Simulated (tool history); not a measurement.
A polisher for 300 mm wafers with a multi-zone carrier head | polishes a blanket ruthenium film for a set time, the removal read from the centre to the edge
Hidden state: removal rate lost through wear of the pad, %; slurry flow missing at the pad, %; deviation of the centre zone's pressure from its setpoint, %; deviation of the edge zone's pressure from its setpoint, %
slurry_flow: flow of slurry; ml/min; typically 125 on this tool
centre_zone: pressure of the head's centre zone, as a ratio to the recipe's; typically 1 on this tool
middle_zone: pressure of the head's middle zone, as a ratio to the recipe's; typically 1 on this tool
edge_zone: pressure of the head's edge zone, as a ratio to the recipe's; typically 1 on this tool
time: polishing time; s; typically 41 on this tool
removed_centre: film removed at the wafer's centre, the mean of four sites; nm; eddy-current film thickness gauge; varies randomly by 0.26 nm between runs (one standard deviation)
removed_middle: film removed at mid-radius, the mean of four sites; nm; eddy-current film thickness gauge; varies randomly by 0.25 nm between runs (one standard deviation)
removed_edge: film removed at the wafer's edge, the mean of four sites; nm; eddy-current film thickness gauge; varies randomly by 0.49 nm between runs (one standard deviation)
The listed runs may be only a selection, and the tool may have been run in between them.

run	hour	slurry_flow	centre_zone	middle_zone	edge_zone	time	wafers since the last listed run	wafers polished on this pad	hours since the slurry nozzle was cleaned	hours since the centre zone pressure was calibrated	hours since the edge zone pressure was calibrated	hours since the carrier head's membrane was replaced	incoming thickness of the incoming film, nm	removed_centre	removed_middle	removed_edge
1	0	125	1	1	1	41	0	383	376.9	316.1	365.1	999.1	318.3	36.3	34	34.9
2	15	125	1	1	1	41	175	558	391.9	331.1	380.1	1014.1	326.2	36.2	33.6	34.5
3	39	125	1	1	1	41	280	839	415.9	355.1	404.1	1038.1	321.5	35.4	33	33.9
# hour 57.1: worn pad replaced by a new one
4	65.4	125	1	1	1	41	262	97	442.3	381.5	430.5	1064.5	324.7	37.3	34.9	35.5
5	88.7	125	1	1	1	41	272	370	465.6	404.8	453.8	1087.8	321.6	36.9	33.9	34.1
6	115.8	125	1	1	1	41	317	687	492.7	431.9	480.9	1114.9	324.3	36	33.3	34.3
# hour 148.8: carrier head's membrane replaced by a new one
# hour 149.5: worn pad replaced by a new one
7	150	125	1	1	1	41	333	5	526.9	466.1	515.1	1.2	318.2	37.7	34.6	34.5
8	162.8	125	1	1	1	41	149	155	539.7	478.9	527.9	14	324.2	37.5	33.9	35.1
9	182	125	1	1	1	41	224	380	558.9	498.1	547.1	33.2	320	36.8	33.5	33.9

Expected results for the next run?
# hour 240.2: worn pad replaced by a new one
# hour 246.3: centre zone pressure recalibrated
# hour 256.7: edge zone pressure recalibrated
10	282.5	125	1	1.07	1	41	1082	448	659.4	36.2	25.8	133.7	314.7	?	?	?

Run 10 produced removed_centre 33.3 nm, removed_middle 35.8 nm, removed_edge 34 nm.
With no hidden state in the tool, this same run would have given removed_centre 34.9 nm, removed_middle 36.9 nm, removed_edge 35.1 nm.

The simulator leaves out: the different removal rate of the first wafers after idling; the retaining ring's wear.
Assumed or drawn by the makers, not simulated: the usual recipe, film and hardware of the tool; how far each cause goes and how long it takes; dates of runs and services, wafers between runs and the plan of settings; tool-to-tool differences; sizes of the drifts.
